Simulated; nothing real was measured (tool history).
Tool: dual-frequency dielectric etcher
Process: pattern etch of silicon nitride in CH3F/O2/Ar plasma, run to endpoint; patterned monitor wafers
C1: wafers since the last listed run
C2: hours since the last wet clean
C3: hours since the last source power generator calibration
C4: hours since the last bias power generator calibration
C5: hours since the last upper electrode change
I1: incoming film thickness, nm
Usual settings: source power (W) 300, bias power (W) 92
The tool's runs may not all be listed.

{"run": 1, "hour": 0.0, "source power (W)": 300, "bias power (W)": 102, "C1": 0, "C2": 131.9, "C3": 1666.6, "C4": 2547.4, "C5": 1164.2, "I1": 57.0, "endpoint time (s)": 88.6}
{"run": 2, "hour": 24.2, "source power (W)": 300, "bias power (W)": 102, "C1": 329, "C2": 156.1, "C3": 1690.8, "C4": 2571.6, "C5": 1188.4, "I1": 57.1, "endpoint time (s)": 89.7}
{"run": 3, "hour": 56.5, "source power (W)": 300, "bias power (W)": 102, "C1": 440, "C2": 188.4, "C3": 1723.1, "C4": 2603.9, "C5": 1220.7, "I1": 57.3, "endpoint time (s)": 88.9}
{"run": 4, "hour": 111.9, "source power (W)": 300, "bias power (W)": 92, "C1": 754, "C2": 243.8, "C3": 1778.5, "C4": 2659.3, "C5": 1276.1, "I1": 57.2, "endpoint time (s)": 93.5}
{"run": 5, "hour": 178.7, "source power (W)": 300, "bias power (W)": 92, "C1": 910, "C2": 310.6, "C3": 1845.3, "C4": 2726.1, "C5": 1342.9, "I1": 57.8, "endpoint time (s)": 94.4}
{"hour": 206.3, "done": "source power generator calibrated"}
{"run": 6, "hour": 239.1, "source power (W)": 300, "bias power (W)": 104, "C1": 768, "C2": 371.0, "C3": 32.8, "C4": 2786.5, "C5": 1403.3, "I1": 57.4, "endpoint time (s)": 88.7}
{"hour": 269.5, "done": "wet clean of the chamber"}
{"run": 7, "hour": 270.0, "source power (W)": 300, "bias power (W)": 104, "C1": 94, "C2": 0.5, "C3": 63.7, "C4": 2817.4, "C5": 1434.2, "I1": 57.4, "endpoint time (s)": 89.3}
{"run": 8, "hour": 367.7, "source power (W)": 300, "bias power (W)": 92, "C1": 1331, "C2": 98.2, "C3": 161.4, "C4": 2915.1, "C5": 1531.9, "I1": 57.3, "endpoint time (s)": 93.4}
{"run": 9, "hour": 408.6, "source power (W)": 350, "bias power (W)": 92, "C1": 557, "C2": 139.1, "C3": 202.3, "C4": 2956.0, "C5": 1572.8, "I1": 56.7, "endpoint time (s)": 87.4}
{"run": 10, "hour": 452.0, "source power (W)": 350, "bias power (W)": 92, "C1": 591, "C2": 182.5, "C3": 245.7, "C4": 2999.4, "C5": 1616.2, "I1": 57.4, "endpoint time (s)": 88.4}
{"run": 11, "hour": 491.5, "source power (W)": 350, "bias power (W)": 92, "C1": 538, "C2": 222.0, "C3": 285.2, "C4": 3038.9, "C5": 1655.7, "I1": 57.3, "endpoint time (s)": 88.1}
{"run": 12, "hour": 555.8, "source power (W)": 340, "bias power (W)": 92, "C1": 876, "C2": 286.3, "C3": 349.5, "C4": 3103.2, "C5": 1720.0, "I1": 57.4, "endpoint time (s)": 89.8}
{"hour": 585.8, "done": "upper electrode replaced"}
{"hour": 588.6, "done": "bias power generator calibrated"}
{"run": 13, "hour": 608.7, "source power (W)": 300, "bias power (W)": 108, "C1": 355, "C2": 339.2, "C3": 402.4, "C4": 20.1, "C5": 22.9, "I1": 56.5, "endpoint time (s)": 86.3}
{"run": 14, "hour": 642.4, "source power (W)": 230, "bias power (W)": 98, "C1": 459, "C2": 372.9, "C3": 436.1, "C4": 53.8, "C5": 56.6, "I1": 57.5, "endpoint time (s)": 98.9}
{"run": 15, "hour": 678.5, "source power (W)": 300, "bias power (W)": 92, "C1": 491, "C2": 409.0, "C3": 472.2, "C4": 89.9, "C5": 92.7, "I1": 57.4, "endpoint time (s)": 93.2}
{"run": 16, "hour": 711.9, "source power (W)": 230, "bias power (W)": 100, "C1": 455, "C2": 442.4, "C3": 505.6, "C4": 123.3, "C5": 126.1, "I1": 57.4, "endpoint time (s)": 98.8}
{"hour": 763.5, "done": "wet clean of the chamber"}
{"run": 17, "hour": 764.0, "source power (W)": 320, "bias power (W)": 92, "C1": 382, "C2": 0.5, "C3": 557.7, "C4": 175.4, "C5": 178.2, "I1": 57.6, "endpoint time (s)": 91.0}
{"run": 18, "hour": 785.6, "source power (W)": 300, "bias power (W)": 110, "C1": 294, "C2": 22.1, "C3": 579.3, "C4": 197.0, "C5": 199.8, "I1": 57.3, "endpoint time (s)": 87.7}
{"run": 19, "hour": 853.3, "source power (W)": 300, "bias power (W)": 92, "C1": 922, "C2": 89.8, "C3": 647.0, "C4": 264.7, "C5": 267.5, "I1": 57.8, "endpoint time (s)": 93.7}
{"run": 20, "hour": 879.0, "source power (W)": 300, "bias power (W)": 92, "C1": 350, "C2": 115.5, "C3": 672.7, "C4": 290.4, "C5": 293.2, "I1": 57.0, "endpoint time (s)": 91.9}
{"run": 21, "hour": 935.3, "source power (W)": 260, "bias power (W)": 92, "C1": 767, "C2": 171.8, "C3": 729.0, "C4": 346.7, "C5": 349.5, "I1": 57.2, "endpoint time (s)": 97.0}
{"run": 22, "hour": 982.8, "source power (W)": 300, "bias power (W)": 92, "C1": 647, "C2": 219.3, "C3": 776.5, "C4": 394.2, "C5": 397.0, "I1": 57.1, "endpoint time (s)": 92.4}
{"run": 23, "hour": 1015.7, "source power (W)": 360, "bias power (W)": 100, "C1": 448, "C2": 252.2, "C3": 809.4, "C4": 427.1, "C5": 429.9, "I1": 57.1, "endpoint time (s)": 85.0}
{"run": 24, "hour": 1052.9, "source power (W)": 300, "bias power (W)": 92, "C1": 506, "C2": 289.4, "C3": 846.6, "C4": 464.3, "C5": 467.1, "I1": 57.5, "endpoint time (s)": 93.8}
{"run": 25, "hour": 1105.8, "source power (W)": 220, "bias power (W)": 101, "C1": 720, "C2": 342.3, "C3": 899.5, "C4": 517.2, "C5": 520.0, "I1": 57.3, "endpoint time (s)": 99.1}
{"hour": 1148.0, "done": "wet clean of the chamber"}
{"run": 26, "hour": 1167.8, "source power (W)": 300, "bias power (W)": 113, "C1": 517, "C2": 19.8, "C3": 961.5, "C4": 579.2, "C5": 582.0, "I1": 57.3, "endpoint time (s)": 86.5}
{"run": 27, "hour": 1212.5, "source power (W)": 300, "bias power (W)": 92, "C1": 609, "C2": 64.5, "C3": 1006.2, "C4": 623.9, "C5": 626.7, "I1": 57.3, "endpoint time (s)": 93.1}
{"run": 28, "hour": 1270.9, "source power (W)": 300, "bias power (W)": 92, "C1": 795, "C2": 122.9, "C3": 1064.6, "C4": 682.3, "C5": 685.1, "I1": 57.4, "endpoint time (s)": 92.6}
{"run": 29, "hour": 1299.9, "source power (W)": 360, "bias power (W)": 92, "C1": 395, "C2": 151.9, "C3": 1093.6, "C4": 711.3, "C5": 714.1, "I1": 57.5, "endpoint time (s)": 88.1}
{"run": 30, "hour": 1324.5, "source power (W)": 270, "bias power (W)": 104, "C1": 335, "C2": 176.5, "C3": 1118.2, "C4": 735.9, "C5": 738.7, "I1": 57.6, "endpoint time (s)": 93.1}
{"run": 31, "hour": 1387.1, "source power (W)": 330, "bias power (W)": 79, "C1": 853, "C2": 239.1, "C3": 1180.8, "C4": 798.5, "C5": 801.3, "I1": 57.5, "endpoint time (s)": 94.6}
{"run": 32, "hour": 1451.8, "source power (W)": 340, "bias power (W)": 72, "C1": 881, "C2": 303.8, "C3": 1245.5, "C4": 863.2, "C5": 866.0, "I1": 57.2, "endpoint time (s)": 96.8}
{"run": 33, "hour": 1497.0, "source power (W)": 330, "bias power (W)": 102, "C1": 615, "C2": 349.0, "C3": 1290.7, "C4": 908.4, "C5": 911.2, "I1": 57.5, "endpoint time (s)": 87.5}
{"run": 34, "hour": 1527.1, "source power (W)": 300, "bias power (W)": 92, "C1": 410, "C2": 379.1, "C3": 1320.8, "C4": 938.5, "C5": 941.3, "I1": 57.6, "endpoint time (s)": 92.9}
{"run": 35, "hour": 1587.9, "source power (W)": 380, "bias power (W)": 92, "C1": 828, "C2": 439.9, "C3": 1381.6, "C4": 999.3, "C5": 1002.1, "I1": 58.0, "endpoint time (s)": 86.8}
{"hour": 1619.9, "done": "wet clean of the chamber"}
{"run": 36, "hour": 1620.4, "source power (W)": 300, "bias power (W)": 92, "C1": 115, "C2": 0.5, "C3": 1414.1, "C4": 1031.8, "C5": 1034.6, "I1": 57.7, "endpoint time (s)": 93.4}

Hidden state at the last listed run before each entry between runs and at the first one after, where it differs:
Between runs 5 and 6: source power generator calibrated (hour 206.3)
  no hidden state differs between the two runs
Between runs 6 and 7: wet clean of the chamber (hour 269.5)
  no hidden state differs between the two runs
Between runs 12 and 13: upper electrode replaced (hour 585.8); bias power generator calibrated (hour 588.6)
  no hidden state differs between the two runs
Between runs 16 and 17: wet clean of the chamber (hour 763.5)
  no hidden state differs between the two runs
Between runs 25 and 26: wet clean of the chamber (hour 1148.0)
  no hidden state differs between the two runs
Between runs 35 and 36: wet clean of the chamber (hour 1619.9)
  no hidden state differs between the two runs
